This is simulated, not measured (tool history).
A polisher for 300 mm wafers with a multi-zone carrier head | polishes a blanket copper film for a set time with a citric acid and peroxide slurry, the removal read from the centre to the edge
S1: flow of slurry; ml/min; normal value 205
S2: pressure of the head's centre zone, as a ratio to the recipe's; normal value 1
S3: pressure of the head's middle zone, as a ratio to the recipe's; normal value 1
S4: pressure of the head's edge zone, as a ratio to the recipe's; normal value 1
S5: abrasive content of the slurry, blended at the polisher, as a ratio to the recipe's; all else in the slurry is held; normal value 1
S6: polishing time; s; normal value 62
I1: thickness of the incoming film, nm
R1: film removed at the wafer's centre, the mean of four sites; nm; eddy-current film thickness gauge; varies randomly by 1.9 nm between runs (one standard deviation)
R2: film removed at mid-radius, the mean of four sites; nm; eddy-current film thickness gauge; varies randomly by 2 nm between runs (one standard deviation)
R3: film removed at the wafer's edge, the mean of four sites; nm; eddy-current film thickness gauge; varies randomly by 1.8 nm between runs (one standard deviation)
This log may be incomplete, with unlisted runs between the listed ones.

run,hour,S1,S2,S3,S4,S5,S6,I1,R1,R2,R3
1,0,205,1,1,1,1,78,732.5,153,148.7,152.4
2,49.9,205,1,1,1,1,78,739.5,152.2,148.6,150.3
# hour 64.8: edge zone pressure recalibrated
3,116.7,205,1,1,1,1,78,727.9,148,147.2,149.1
# hour 170: worn pad replaced by a new one
4,188.1,205,1,1,1,1.1,62,737.6,135.3,133.4,131.8
5,279.3,205,1,1,1,1.1,62,718.5,125.7,123.2,123.8
6,360.7,205,1,1,1,1.1,62,724.3,118.4,120,121.5
# hour 436.2: worn pad replaced by a new one
7,449.3,205,1,1,1,1,55,743,119.2,113.2,117.7
# hour 479.5: edge zone pressure recalibrated
# hour 558.6: slurry nozzle cleaned
8,668.7,205,1,1,1,1,55,725.7,107.2,102.6,107
# hour 690.6: worn pad replaced by a new one
# hour 762.1: centre zone pressure recalibrated
9,773,205,1,1,1,0.85,62,717.7,118.4,113.8,122.8
10,861.8,160,1,1,1,1,42,722.1,78.4,77.8,78.6
11,908,205,1,1.07,0.93,0.9,62,730.2,118,122.5,111.5

What does the tool deliver on the next run?
# hour 923.9: edge zone pressure recalibrated
12,947.5,205,1,1,1,1,62,729.4,?,?,?

{"run 12": {"R1": 119.2, "R2": 115.4, "R3": 117}}
Were there no unlogged condition in the tool, this run, its random variation unchanged, would have produced R1 136.4 nm, R2 132 nm, R3 133.8 nm.
